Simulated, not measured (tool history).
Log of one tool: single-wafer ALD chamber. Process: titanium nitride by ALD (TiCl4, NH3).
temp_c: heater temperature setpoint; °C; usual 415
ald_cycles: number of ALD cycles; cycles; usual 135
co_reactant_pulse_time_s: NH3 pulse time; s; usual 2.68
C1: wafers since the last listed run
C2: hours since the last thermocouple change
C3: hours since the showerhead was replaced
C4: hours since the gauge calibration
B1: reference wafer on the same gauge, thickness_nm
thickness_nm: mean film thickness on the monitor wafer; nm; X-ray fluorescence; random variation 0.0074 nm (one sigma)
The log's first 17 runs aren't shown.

run 18 day=20.183 | temp_c=415 ald_cycles=135 co_reactant_pulse_time_s=3.32 | C1=24 C2=670.2 C3=6733.8 C4=1174.9 | B1=2.631 | thickness_nm=3.029
-- day=20.396 gauge calibrated
run 19 day=21.254 | temp_c=421 ald_cycles=135 co_reactant_pulse_time_s=3.41 | C1=34 C2=695.9 C3=6759.5 C4=20.6 | B1=2.585 | thickness_nm=2.968
run 20 day=22.417 | temp_c=426 ald_cycles=120 co_reactant_pulse_time_s=2.68 | C1=37 C2=723.8 C3=6787.4 C4=48.5 | B1=2.586 | thickness_nm=2.637
run 21 day=22.979 | temp_c=423 ald_cycles=147 co_reactant_pulse_time_s=3.47 | C1=18 C2=737.3 C3=6800.9 C4=62 | B1=2.587 | thickness_nm=3.237
run 22 day=24.071 | temp_c=415 ald_cycles=135 co_reactant_pulse_time_s=2.68 | C1=35 C2=763.5 C3=6827.1 C4=88.2 | B1=2.586 | thickness_nm=2.963
run 23 day=24.767 | temp_c=415 ald_cycles=135 co_reactant_pulse_time_s=2.68 | C1=22 C2=780.2 C3=6843.8 C4=104.9 | B1=2.586 | thickness_nm=2.985
run 24 day=25.779 | temp_c=423 ald_cycles=135 co_reactant_pulse_time_s=2.68 | C1=32 C2=804.5 C3=6868.1 C4=129.2 | B1=2.587 | thickness_nm=2.971
run 25 day=26.812 | temp_c=415 ald_cycles=135 co_reactant_pulse_time_s=2.11 | C1=33 C2=829.3 C3=6892.9 C4=154 | B1=2.587 | thickness_nm=2.949
run 26 day=27.429 | temp_c=409 ald_cycles=135 co_reactant_pulse_time_s=3.11 | C1=19 C2=844.1 C3=6907.7 C4=168.8 | B1=2.586 | thickness_nm=2.972
-- day=28.7 showerhead replaced
run 27 day=28.842 | temp_c=428 ald_cycles=151 co_reactant_pulse_time_s=2.41 | C1=34 C2=878 C3=3.4 C4=202.7 | B1=2.586 | thickness_nm=3.319
run 28 day=30.846 | temp_c=415 ald_cycles=143 co_reactant_pulse_time_s=3.57 | C1=64 C2=926.1 C3=51.5 C4=250.8 | B1=2.588 | thickness_nm=3.17
run 29 day=32.183 | temp_c=415 ald_cycles=135 co_reactant_pulse_time_s=2.37 | C1=42 C2=958.2 C3=83.6 C4=282.9 | B1=2.588 | thickness_nm=2.956
run 30 day=33.642 | temp_c=409 ald_cycles=135 co_reactant_pulse_time_s=3.11 | C1=46 C2=993.2 C3=118.6 C4=317.9 | B1=2.588 | thickness_nm=2.986
run 31 day=34.392 | temp_c=423 ald_cycles=135 co_reactant_pulse_time_s=2.3 | C1=24 C2=1011.2 C3=136.6 C4=335.9 | B1=2.59 | thickness_nm=2.976
-- day=34.767 thermocouple changed; heater temperature recalibrated
run 32 day=35.65 | temp_c=415 ald_cycles=128 co_reactant_pulse_time_s=1.66 | C1=29 C2=21.2 C3=166.8 C4=366.1 | B1=2.589 | thickness_nm=2.782
run 33 day=36.196 | temp_c=415 ald_cycles=110 co_reactant_pulse_time_s=3.69 | C1=17 C2=34.3 C3=179.9 C4=379.2 | B1=2.591 | thickness_nm=2.445
run 34 day=36.85 | temp_c=415 ald_cycles=135 co_reactant_pulse_time_s=2.68 | C1=21 C2=50 C3=195.6 C4=394.9 | B1=2.589 | thickness_nm=2.97
run 35 day=40.475 | temp_c=405 ald_cycles=155 co_reactant_pulse_time_s=2.36 | C1=116 C2=137 C3=282.6 C4=481.9 | B1=2.594 | thickness_nm=3.4
run 36 day=41.704 | temp_c=415 ald_cycles=120 co_reactant_pulse_time_s=2.68 | C1=39 C2=166.5 C3=312.1 C4=511.4 | B1=2.592 | thickness_nm=2.637
run 37 day=42.283 | temp_c=403 ald_cycles=121 co_reactant_pulse_time_s=3.02 | C1=18 C2=180.4 C3=326 C4=525.3 | B1=2.594 | thickness_nm=2.663
run 38 day=43.483 | temp_c=429 ald_cycles=143 co_reactant_pulse_time_s=3.39 | C1=38 C2=209.2 C3=354.8 C4=554.1 | B1=2.593 | thickness_nm=3.176
run 39 day=44.383 | temp_c=415 ald_cycles=122 co_reactant_pulse_time_s=2.68 | C1=28 C2=230.8 C3=376.4 C4=575.7 | B1=2.596 | thickness_nm=2.694
run 40 day=44.958 | temp_c=423 ald_cycles=154 co_reactant_pulse_time_s=2.68 | C1=18 C2=244.6 C3=390.2 C4=589.5 | B1=2.597 | thickness_nm=3.4
run 41 day=45.633 | temp_c=415 ald_cycles=135 co_reactant_pulse_time_s=2.68 | C1=21 C2=260.8 C3=406.4 C4=605.7 | B1=2.596 | thickness_nm=2.985

3 ways to go on from here, each from the tool as it stands after run 41. What would each give?
run A day=45.662 | temp_c=415 ald_cycles=142 co_reactant_pulse_time_s=2.68 | C1=0 C2=261.5 C3=407.1 C4=606.4 | B1=? | thickness_nm=?
run B day=45.662 | temp_c=402 ald_cycles=114 co_reactant_pulse_time_s=2.68 | C1=0 C2=261.5 C3=407.1 C4=606.4 | B1=? | thickness_nm=?
run C day=45.662 | temp_c=419 ald_cycles=135 co_reactant_pulse_time_s=2.68 | C1=0 C2=261.5 C3=407.1 C4=606.4 | B1=? | thickness_nm=?

run=A B1=2.598 thickness_nm=3.123
run=B B1=2.598 thickness_nm=2.5
run=C B1=2.598 thickness_nm=2.972
Without the tool's hidden state the same runs would have given:
run=A thickness_nm=3.115
run=B thickness_nm=2.494
run=C thickness_nm=2.964
